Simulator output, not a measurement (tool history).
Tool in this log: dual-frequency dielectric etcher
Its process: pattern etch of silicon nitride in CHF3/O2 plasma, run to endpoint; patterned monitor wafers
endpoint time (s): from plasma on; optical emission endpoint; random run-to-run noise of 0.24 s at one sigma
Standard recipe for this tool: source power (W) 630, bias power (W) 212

run	day	source power (W)	bias power (W)	wafers since the last listed run	hours since the last wet clean	hours since the last source power generator calibration	hours since the last bias power generator calibration	hours since the last upper electrode change	incoming incoming film thickness, nm	endpoint time (s)
1	0	630	239	0	141.8	2124.6	57.1	2105.7	90.6	52.8
2	3.738	630	239	1568	231.5	2214.3	146.8	2195.4	90	52.8
3	5.458	740	212	722	272.8	2255.6	188.1	2236.7	90.1	52.8
4	7.1	740	212	689	312.2	2295	227.5	2276.1	90.5	53.7
5	9.112	630	212	844	360.5	2343.3	275.8	2324.4	90.3	56
# day 12.979: wet clean of the chamber
6	17.867	630	212	3255	117.3	2553.4	485.9	2534.5	90.8	55.7
7	19.904	630	212	855	166.2	2602.3	534.8	2583.4	90.6	55.9
8	22.175	630	212	953	220.7	2656.8	589.3	2637.9	91.3	56.3
9	26.25	630	212	1710	318.5	2754.6	687.1	2735.7	90.7	56.2
10	29.762	630	212	1474	402.8	2838.9	771.4	2820	91	56.8
11	32.754	630	212	1255	474.6	2910.7	843.2	2891.8	91	57.1
# day 34.983: wet clean of the chamber
12	35.662	630	212	801	16.3	2980.5	913	2961.6	90.9	58.4
13	37.346	630	245	706	56.7	3020.9	953.4	3002	90.5	54.8
14	40.975	630	245	1523	143.8	3108	1040.5	3089.1	90.8	54.9
15	44.096	630	233	1310	218.7	3182.9	1115.4	3164	90.5	56.6
16	46.162	630	212	867	268.3	3232.5	1165	3213.6	90.8	59.2
17	47.833	480	262	701	308.4	3272.6	1205.1	3253.7	91	57.9
# day 50.471: upper electrode replaced
# day 50.692: wet clean of the chamber, repeated, since the last time left the tool worse
18	51.967	630	212	1222	30.6	3371.8	1304.3	35.9	90.9	55.7
# day 55.033: bias power generator calibrated
19	55.054	510	212	1226	104.7	3445.9	0.5	110	91.5	59.7
20	58.096	550	212	1276	177.7	3518.9	73.5	183	90.2	57.6
21	62.525	630	239	1859	284	3625.2	179.8	289.3	90.6	53.4
# day 70.771: wet clean of the chamber
22	75.317	630	212	4950	109.1	3932.2	486.8	596.3	90.7	55.8
23	78.979	510	172	1537	197	4020.1	574.7	684.2	89.8	64.3
24	81.317	560	178	981	253.1	4076.2	630.8	740.3	89.5	62.4
# day 84.138: source power generator calibrated
25	86.496	780	212	2104	377.4	56.6	755.1	864.6	90.6	53.4
26	88.417	630	212	806	423.5	102.7	801.2	910.7	90.1	56.1
# day 90.021: wet clean of the chamber
27	91.817	550	261	1007	43.1	184.3	882.8	992.3	90.9	52.6
28	94.188	770	235	995	100	241.2	939.7	1049.2	89.6	49.7
29	95.821	780	253	685	139.2	280.4	978.9	1088.4	90.8	49.1
30	98.546	490	161	1143	204.6	345.8	1044.3	1153.8	91.1	67.9
31	101.612	580	230	1287	278.2	419.4	1117.9	1227.4	89.8	54.6
32	105.567	730	257	1659	373.1	514.3	1212.8	1322.3	91.9	50.4

Describe how what the log doesn't record of the tool's condition differs between the last listed run preceding each entry between runs and the first listed run following it.
In the gap between runs 5 and 6: wet clean of the chamber (day 12.979)
  etch rate over this chamber's usual, %: -1.71 -> -0.372
  what was measured, less what the result would be without the hidden state, endpoint time (s): +0.9 -> +0.2
In the gap between runs 11 and 12: wet clean of the chamber (day 34.983)
  etch rate over this chamber's usual, %: -2.48 -> -4.83
  what was measured, less what the result would be without the hidden state, endpoint time (s): +1.4 -> +2.8
In the gap between runs 17 and 18: upper electrode replaced (day 50.471); wet clean of the chamber, repeated, since the last time left the tool worse (day 50.692)
  etch rate over this chamber's usual, %: -6.56 -> -0.339
  what was measured, less what the result would be without the hidden state, endpoint time (s): +3.8 -> +0.2
In the gap between runs 18 and 19: bias power generator calibrated (day 55.033)
  etch rate over this chamber's usual, %: -0.339 -> -0.777
  what was measured, less what the result would be without the hidden state, endpoint time (s): +0.2 -> +0.4
In the gap between runs 21 and 22: wet clean of the chamber (day 70.771)
  etch rate over this chamber's usual, %: -1.84 -> -0.73
  what was measured, less what the result would be without the hidden state, endpoint time (s): +1 -> +0.4
In the gap between runs 24 and 25: source power generator calibrated (day 84.138)
  etch rate over this chamber's usual, %: -1.58 -> -2.32
  what was measured, less what the result would be without the hidden state, endpoint time (s): +1 -> +1.3
In the gap between runs 26 and 27: wet clean of the chamber (day 90.021)
  etch rate over this chamber's usual, %: -2.59 -> 0.034
  what was measured, less what the result would be without the hidden state, endpoint time (s): +1.4 -> +0

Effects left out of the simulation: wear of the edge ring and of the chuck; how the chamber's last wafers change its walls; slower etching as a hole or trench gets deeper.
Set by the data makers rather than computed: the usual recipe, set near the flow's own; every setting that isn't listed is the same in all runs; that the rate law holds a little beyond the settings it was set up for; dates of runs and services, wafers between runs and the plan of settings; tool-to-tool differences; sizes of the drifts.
